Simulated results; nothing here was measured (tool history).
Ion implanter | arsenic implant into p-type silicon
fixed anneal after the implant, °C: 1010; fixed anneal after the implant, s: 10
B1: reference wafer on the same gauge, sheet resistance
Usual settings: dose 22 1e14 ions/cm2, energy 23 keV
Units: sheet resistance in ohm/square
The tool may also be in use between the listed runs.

Run 1, hour 0: usual settings but energy 25 keV; B1 80.81. Result: sheet resistance 89.02 ohm/square.
At hour 58.7: Faraday cup replaced and dose calibrated.
Run 2, hour 66.3: usual settings but energy 25 keV; B1 80.81. Result: sheet resistance 89.39 ohm/square.
Run 3, hour 173.6: usual settings but dose 25.88 1e14 ions/cm2; B1 80.83. Result: sheet resistance 90.69 ohm/square.
Run 4, hour 224.8: usual settings but dose 25.88 1e14 ions/cm2; B1 80.82. Result: sheet resistance 90.67 ohm/square.
Run 5, hour 266.9: usual settings but dose 25.88 1e14 ions/cm2; B1 80.8. Result: sheet resistance 90.45 ohm/square.
Run 6, hour 365.6: usual settings but dose 23.87 1e14 ions/cm2; B1 80.8. Result: sheet resistance 91.66 ohm/square.
Run 7, hour 466.6: usual settings but dose 23.87 1e14 ions/cm2; B1 80.79. Result: sheet resistance 91.24 ohm/square.
At hour 512.1: extraction supply calibrated.
Run 8, hour 554.1: usual settings; B1 80.78. Result: sheet resistance 93.78 ohm/square.
At hour 634.1: gauge calibrated.
Run 9, hour 645.1: usual settings; B1 80.77. Result: sheet resistance 93.5 ohm/square.
Run 10, hour 685.2: usual settings but dose 24.23 1e14 ions/cm2; B1 80.8. Result: sheet resistance 92.45 ohm/square.

Forecast run 11:
Run 11, hour 775.3: usual settings; B1 ?. Result: sheet resistance ?.

B1: 80.78
sheet resistance: 93.67 ohm/square
Without the tool's hidden state the same run would have given sheet resistance 94.15 ohm/square.

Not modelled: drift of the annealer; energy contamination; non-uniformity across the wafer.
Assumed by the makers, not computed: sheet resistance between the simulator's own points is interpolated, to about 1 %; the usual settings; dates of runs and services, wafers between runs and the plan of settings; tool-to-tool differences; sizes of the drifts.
